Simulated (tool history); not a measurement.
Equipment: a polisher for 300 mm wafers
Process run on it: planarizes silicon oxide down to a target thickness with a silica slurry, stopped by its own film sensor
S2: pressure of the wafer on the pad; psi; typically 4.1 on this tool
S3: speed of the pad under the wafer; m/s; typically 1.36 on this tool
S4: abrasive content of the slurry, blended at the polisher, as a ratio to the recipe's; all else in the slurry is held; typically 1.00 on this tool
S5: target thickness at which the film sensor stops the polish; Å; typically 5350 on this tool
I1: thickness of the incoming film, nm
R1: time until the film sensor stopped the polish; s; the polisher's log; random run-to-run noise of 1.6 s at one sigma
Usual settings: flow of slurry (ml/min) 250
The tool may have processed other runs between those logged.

{"run": 1, "hour": 0.0, "flow of slurry (ml/min)": 250, "S2": 4.1, "S3": 1.36, "S4": 1.0, "S5": 6090, "I1": 809.3, "R1": 78.3}
{"hour": 187.5, "done": "conditioning disc replaced and pad reconditioned"}
{"run": 2, "hour": 191.1, "flow of slurry (ml/min)": 250, "S2": 4.1, "S3": 1.36, "S4": 1.0, "S5": 6090, "I1": 811.7, "R1": 61.0}
{"run": 3, "hour": 293.8, "flow of slurry (ml/min)": 200, "S2": 4.1, "S3": 1.36, "S4": 1.0, "S5": 5350, "I1": 817.3, "R1": 100.3}
{"run": 4, "hour": 383.4, "flow of slurry (ml/min)": 170, "S2": 3.5, "S3": 1.36, "S4": 1.1, "S5": 6240, "I1": 803.2, "R1": 70.2}
{"run": 5, "hour": 472.0, "flow of slurry (ml/min)": 190, "S2": 4.9, "S3": 1.0, "S4": 1.0, "S5": 5350, "I1": 805.4, "R1": 112.3}
{"run": 6, "hour": 523.2, "flow of slurry (ml/min)": 250, "S2": 4.1, "S3": 1.36, "S4": 1.0, "S5": 5350, "I1": 809.1, "R1": 104.7}
{"hour": 538.0, "done": "head pressure recalibrated"}
{"run": 7, "hour": 559.8, "flow of slurry (ml/min)": 310, "S2": 4.1, "S3": 1.36, "S4": 1.0, "S5": 5350, "I1": 796.0, "R1": 101.2}
{"hour": 564.7, "done": "worn pad replaced by a new one"}
{"hour": 635.7, "done": "slurry nozzle cleaned"}
{"run": 8, "hour": 665.2, "flow of slurry (ml/min)": 250, "S2": 4.1, "S3": 1.36, "S4": 1.0, "S5": 5350, "I1": 821.8, "R1": 109.0}
{"run": 9, "hour": 710.4, "flow of slurry (ml/min)": 195, "S2": 4.8, "S3": 1.36, "S4": 1.0, "S5": 5350, "I1": 824.2, "R1": 101.6}
{"hour": 732.1, "done": "slurry blender recalibrated"}
{"run": 10, "hour": 801.9, "flow of slurry (ml/min)": 170, "S2": 5.3, "S3": 1.76, "S4": 1.25, "S5": 5350, "I1": 810.6, "R1": 70.0}
{"run": 11, "hour": 900.3, "flow of slurry (ml/min)": 250, "S2": 4.1, "S3": 1.36, "S4": 0.7, "S5": 5350, "I1": 816.5, "R1": 140.7}
{"run": 12, "hour": 970.5, "flow of slurry (ml/min)": 330, "S2": 4.1, "S3": 1.1, "S4": 0.9, "S5": 4690, "I1": 803.7, "R1": 153.2}
{"hour": 973.7, "done": "conditioning disc replaced and pad reconditioned"}
{"run": 13, "hour": 1206.8, "flow of slurry (ml/min)": 250, "S2": 4.1, "S3": 1.36, "S4": 1.0, "S5": 5350, "I1": 826.3, "R1": 100.7}
{"run": 14, "hour": 1277.8, "flow of slurry (ml/min)": 250, "S2": 5.3, "S3": 1.66, "S4": 1.0, "S5": 4970, "I1": 806.1, "R1": 78.3}
{"hour": 1292.9, "done": "worn pad replaced by a new one"}
{"hour": 1356.0, "done": "slurry nozzle cleaned"}
{"run": 15, "hour": 1364.8, "flow of slurry (ml/min)": 250, "S2": 4.1, "S3": 1.36, "S4": 1.0, "S5": 5350, "I1": 811.1, "R1": 106.1}
{"hour": 1434.3, "done": "slurry blender recalibrated"}
{"run": 16, "hour": 1466.6, "flow of slurry (ml/min)": 250, "S2": 4.1, "S3": 1.36, "S4": 0.9, "S5": 5740, "I1": 814.0, "R1": 101.8}
{"hour": 1519.3, "done": "head pressure recalibrated"}
{"run": 17, "hour": 1552.9, "flow of slurry (ml/min)": 250, "S2": 4.1, "S3": 1.36, "S4": 1.0, "S5": 5900, "I1": 799.5, "R1": 79.9}
{"run": 18, "hour": 1647.7, "flow of slurry (ml/min)": 250, "S2": 4.1, "S3": 1.36, "S4": 1.0, "S5": 5350, "I1": 820.8, "R1": 108.5}
{"run": 19, "hour": 1781.4, "flow of slurry (ml/min)": 305, "S2": 4.1, "S3": 1.36, "S4": 1.0, "S5": 5660, "I1": 818.5, "R1": 94.5}
{"run": 20, "hour": 1835.9, "flow of slurry (ml/min)": 250, "S2": 4.1, "S3": 1.36, "S4": 1.0, "S5": 5350, "I1": 814.2, "R1": 112.7}
{"hour": 1850.6, "done": "conditioning disc replaced and pad reconditioned"}
{"run": 21, "hour": 1937.8, "flow of slurry (ml/min)": 250, "S2": 4.1, "S3": 1.36, "S4": 1.0, "S5": 5350, "I1": 812.3, "R1": 89.7}
{"hour": 2079.0, "done": "slurry nozzle cleaned"}
{"hour": 2116.9, "done": "worn pad replaced by a new one"}
{"hour": 2142.7, "done": "slurry blender recalibrated"}
{"run": 22, "hour": 2143.2, "flow of slurry (ml/min)": 180, "S2": 4.1, "S3": 1.36, "S4": 1.0, "S5": 5350, "I1": 821.4, "R1": 108.9}
{"run": 23, "hour": 2239.9, "flow of slurry (ml/min)": 300, "S2": 4.1, "S3": 0.94, "S4": 1.2, "S5": 5350, "I1": 793.3, "R1": 115.3}
{"run": 24, "hour": 2294.6, "flow of slurry (ml/min)": 335, "S2": 5.3, "S3": 1.36, "S4": 0.75, "S5": 5830, "I1": 796.1, "R1": 79.8}
{"run": 25, "hour": 2357.0, "flow of slurry (ml/min)": 250, "S2": 4.1, "S3": 1.36, "S4": 1.0, "S5": 5350, "I1": 801.5, "R1": 101.5}
{"run": 26, "hour": 2464.7, "flow of slurry (ml/min)": 250, "S2": 3.5, "S3": 1.36, "S4": 1.15, "S5": 6080, "I1": 804.5, "R1": 81.4}

Each row is a separate what-if for the run after 26, all from the same tool condition, not one after another. Results?
{"run": "A", "hour": 2465.1, "flow of slurry (ml/min)": 250, "S2": 4.1, "S3": 1.78, "S4": 1.0, "S5": 5350, "I1": 799.2, "R1": "?"}
{"run": "B", "hour": 2465.1, "flow of slurry (ml/min)": 250, "S2": 4.1, "S3": 1.72, "S4": 1.0, "S5": 5350, "I1": 799.2, "R1": "?"}
{"run": "C", "hour": 2465.1, "flow of slurry (ml/min)": 220, "S2": 4.1, "S3": 1.36, "S4": 1.0, "S5": 5350, "I1": 799.2, "R1": "?"}

run=A R1=89.6
run=B R1=91.4
run=C R1=106.6
With no hidden state in the tool, these same runs would have given:
run=A R1=65.7
run=B R1=67.5
run=C R1=82.4

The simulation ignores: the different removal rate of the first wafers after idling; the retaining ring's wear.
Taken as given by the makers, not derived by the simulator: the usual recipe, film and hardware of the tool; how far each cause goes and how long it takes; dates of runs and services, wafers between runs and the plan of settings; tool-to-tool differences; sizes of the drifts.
